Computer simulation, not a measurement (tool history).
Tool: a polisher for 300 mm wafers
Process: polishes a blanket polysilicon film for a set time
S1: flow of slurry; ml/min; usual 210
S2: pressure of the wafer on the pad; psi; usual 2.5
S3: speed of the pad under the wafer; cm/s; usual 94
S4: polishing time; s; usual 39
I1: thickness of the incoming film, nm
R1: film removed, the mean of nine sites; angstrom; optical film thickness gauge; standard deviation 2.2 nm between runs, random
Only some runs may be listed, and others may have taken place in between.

Run 1, hour 0: usual settings; I1 1868.1. Result: R1 2936 angstrom.
At hour 16.1: worn pad replaced by a new one.
Run 2, hour 24.2: usual settings but S3 104 cm/s, S4 31 s; I1 1839.7. Result: R1 2505 angstrom.
Run 3, hour 53.3: usual settings but S3 104 cm/s, S4 31 s; I1 1864.6. Result: R1 2525 angstrom.
Run 4, hour 67.2: usual settings but S3 104 cm/s, S4 31 s; I1 1844.8. Result: R1 2568 angstrom.
Run 5, hour 91.2: usual settings but S1 165 ml/min, S4 45 s; I1 1845.5. Result: R1 3245 angstrom.
Run 6, hour 112.4: usual settings; I1 1861.7. Result: R1 2926 angstrom.
Run 7, hour 141: usual settings but S3 108 cm/s; I1 1845.8. Result: R1 3304 angstrom.
Run 8, hour 172.6: usual settings but S3 108 cm/s; I1 1887.9. Result: R1 3264 angstrom.
Run 9, hour 187: usual settings but S3 108 cm/s; I1 1861.1. Result: R1 3284 angstrom.
At hour 193.4: worn pad replaced by a new one.
Run 10, hour 213.5: usual settings; I1 1889.4. Result: R1 2947 angstrom.
Run 11, hour 245.3: usual settings; I1 1830.8. Result: R1 2884 angstrom.
Run 12, hour 262: usual settings but S3 110 cm/s; I1 1859. Result: R1 3362 angstrom.
Run 13, hour 275.1: usual settings but S3 110 cm/s; I1 1877.1. Result: R1 3366 angstrom.
Run 14, hour 303.9: usual settings; I1 1892.6. Result: R1 2932 angstrom.
Run 15, hour 327.5: usual settings; I1 1854.9. Result: R1 2923 angstrom.
At hour 331.6: worn pad replaced by a new one.
Run 16, hour 360.7: usual settings but S4 49 s; I1 1819.6. Result: R1 3656 angstrom.
Run 17, hour 391.6: usual settings but S1 270 ml/min, S4 49 s; I1 1854.7. Result: R1 3761 angstrom.
Run 18, hour 411.2: usual settings but S2 1.7 psi, S3 72 cm/s; I1 1874.5. Result: R1 1583 angstrom.
Run 19, hour 431.5: usual settings but S1 260 ml/min; I1 1862.7. Result: R1 3014 angstrom.
At hour 443.6: head pressure recalibrated.
Run 20, hour 463.3: usual settings but S1 280 ml/min, S3 78 cm/s; I1 1865.7. Result: R1 2550 angstrom.
At hour 480.7: worn pad replaced by a new one.
At hour 483.7: slurry nozzle cleaned.
Run 21, hour 494.8: usual settings but S1 250 ml/min; I1 1826.9. Result: R1 2966 angstrom.
Run 22, hour 517.9: usual settings but S3 106 cm/s; I1 1879.8. Result: R1 3202 angstrom.
Run 23, hour 575.4: usual settings; I1 1852.3. Result: R1 2919 angstrom.
Run 24, hour 588.5: usual settings; I1 1871. Result: R1 2972 angstrom.
Run 25, hour 618.1: usual settings but S4 52 s; I1 1822.9. Result: R1 3908 angstrom.
At hour 634.7: worn pad replaced by a new one.
Run 26, hour 640.2: usual settings but S1 165 ml/min, S2 3 psi, S4 52 s; I1 1843.3. Result: R1 4406 angstrom.
Run 27, hour 736.3: usual settings; I1 1842.7. Result: R1 2901 angstrom.
Run 28, hour 752.3: usual settings but S1 175 ml/min; I1 1827.8. Result: R1 2831 angstrom.
Run 29, hour 784: usual settings; I1 1853.3. Result: R1 2905 angstrom.
Run 30, hour 800.2: usual settings but S1 135 ml/min; I1 1882. Result: R1 2682 angstrom.

List, for all runs, the conditions of the tool that the log does not record:
removal rate lost through wear of the pad, %: 0 on each run
slurry flow missing at the pad, %: 0 on each run
deviation of the head's pressure from its setpoint, %: 0 on each run
